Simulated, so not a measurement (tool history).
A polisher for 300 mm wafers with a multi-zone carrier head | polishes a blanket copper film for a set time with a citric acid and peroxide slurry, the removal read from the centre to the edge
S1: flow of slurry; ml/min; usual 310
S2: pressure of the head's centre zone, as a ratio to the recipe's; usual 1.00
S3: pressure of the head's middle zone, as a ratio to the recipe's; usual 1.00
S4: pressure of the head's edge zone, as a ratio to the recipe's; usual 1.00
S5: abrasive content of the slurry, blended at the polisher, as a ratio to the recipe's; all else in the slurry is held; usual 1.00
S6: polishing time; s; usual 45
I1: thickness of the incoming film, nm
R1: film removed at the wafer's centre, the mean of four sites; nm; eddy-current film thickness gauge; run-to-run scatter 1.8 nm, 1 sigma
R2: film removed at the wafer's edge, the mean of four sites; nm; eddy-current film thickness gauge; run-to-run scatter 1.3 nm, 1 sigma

run 1 hour=0.0 | S1=245 S2=1.00 S3=1.00 S4=1.00 S5=1.00 S6=45 | I1=485.8 | R1=178.7 R2=185.3
-- hour=28.7 slurry nozzle cleaned
run 2 hour=33.1 | S1=245 S2=1.00 S3=1.00 S4=1.00 S5=1.00 S6=45 | I1=479.3 | R1=174.5 R2=188.9
run 3 hour=61.8 | S1=245 S2=1.00 S3=1.00 S4=1.00 S5=1.00 S6=45 | I1=475.1 | R1=176.1 R2=185.7
run 4 hour=95.1 | S1=310 S2=1.00 S3=1.00 S4=1.00 S5=1.00 S6=45 | I1=478.5 | R1=179.9 R2=190.6
-- hour=115.6 worn pad replaced by a new one
run 5 hour=119.3 | S1=310 S2=1.00 S3=1.00 S4=1.00 S5=1.00 S6=45 | I1=478.9 | R1=182.5 R2=190.1
run 6 hour=149.7 | S1=370 S2=1.00 S3=1.00 S4=1.00 S5=1.00 S6=45 | I1=473.5 | R1=185.5 R2=194.9
-- hour=178.7 carrier head's membrane replaced by a new one
run 7 hour=179.2 | S1=370 S2=1.00 S3=1.00 S4=1.00 S5=1.00 S6=45 | I1=488.3 | R1=182.2 R2=195.0
run 8 hour=198.3 | S1=310 S2=1.00 S3=1.00 S4=1.00 S5=1.00 S6=45 | I1=487.3 | R1=178.5 R2=194.1
run 9 hour=222.1 | S1=360 S2=1.00 S3=1.10 S4=1.00 S5=1.20 S6=40 | I1=478.3 | R1=163.4 R2=178.3
run 10 hour=237.8 | S1=370 S2=1.00 S3=1.00 S4=1.00 S5=1.00 S6=45 | I1=470.8 | R1=178.6 R2=195.9
-- hour=260.6 edge zone pressure recalibrated
-- hour=264.5 worn pad replaced by a new one
run 11 hour=265.0 | S1=310 S2=0.94 S3=1.00 S4=1.00 S5=1.00 S6=45 | I1=482.4 | R1=167.8 R2=191.1
run 12 hour=285.4 | S1=310 S2=1.00 S3=0.96 S4=0.93 S5=1.00 S6=45 | I1=478.9 | R1=174.5 R2=186.5
-- hour=294.3 centre zone pressure recalibrated
run 13 hour=319.6 | S1=310 S2=1.05 S3=1.00 S4=1.00 S5=1.00 S6=45 | I1=481.1 | R1=197.6 R2=194.3
run 14 hour=332.8 | S1=310 S2=0.97 S3=1.12 S4=1.00 S5=1.15 S6=45 | I1=480.7 | R1=187.7 R2=195.6
run 15 hour=348.6 | S1=310 S2=1.00 S3=1.09 S4=0.88 S5=1.25 S6=45 | I1=489.7 | R1=198.7 R2=187.4
-- hour=382.0 worn pad replaced by a new one
run 16 hour=382.5 | S1=310 S2=1.00 S3=1.00 S4=1.00 S5=1.00 S6=45 | I1=481.1 | R1=183.7 R2=192.7
run 17 hour=400.8 | S1=310 S2=1.00 S3=1.00 S4=1.06 S5=1.00 S6=45 | I1=482.1 | R1=184.7 R2=197.9
run 18 hour=417.8 | S1=230 S2=1.00 S3=0.91 S4=1.05 S5=1.00 S6=54 | I1=479.6 | R1=214.6 R2=229.4
run 19 hour=450.4 | S1=310 S2=1.00 S3=1.00 S4=1.04 S5=1.00 S6=45 | I1=471.1 | R1=189.9 R2=193.9
run 20 hour=480.7 | S1=310 S2=1.00 S3=1.00 S4=1.00 S5=1.00 S6=45 | I1=478.1 | R1=187.4 R2=190.9

Below are 5 alternative next runs, each starting from the tool's condition after run 20. Predict each:
run A hour=481.1 | S1=310 S2=1.00 S3=1.00 S4=0.89 S5=1.00 S6=45 | I1=471.8 | R1=? R2=?
run B hour=481.1 | S1=310 S2=1.00 S3=0.95 S4=1.00 S5=1.00 S6=45 | I1=471.8 | R1=? R2=?
run C hour=481.1 | S1=250 S2=0.93 S3=1.00 S4=1.06 S5=1.00 S6=58 | I1=471.8 | R1=? R2=?
run D hour=481.1 | S1=310 S2=0.90 S3=1.09 S4=1.03 S5=1.00 S6=45 | I1=471.8 | R1=? R2=?
run E hour=481.1 | S1=310 S2=1.00 S3=1.09 S4=1.04 S5=1.00 S6=45 | I1=471.8 | R1=? R2=?

run=A R1=187.3 R2=182.5
run=B R1=187.2 R2=192.8
run=C R1=219.3 R2=250.3
run=D R1=170.6 R2=195.3
run=E R1=187.4 R2=196.2
Without the tool's unlogged condition, the same runs would have read:
run=A R1=187.0 R2=182.5
run=B R1=187.0 R2=192.8
run=C R1=219.1 R2=250.3
run=D R1=170.4 R2=195.3
run=E R1=187.1 R2=196.2
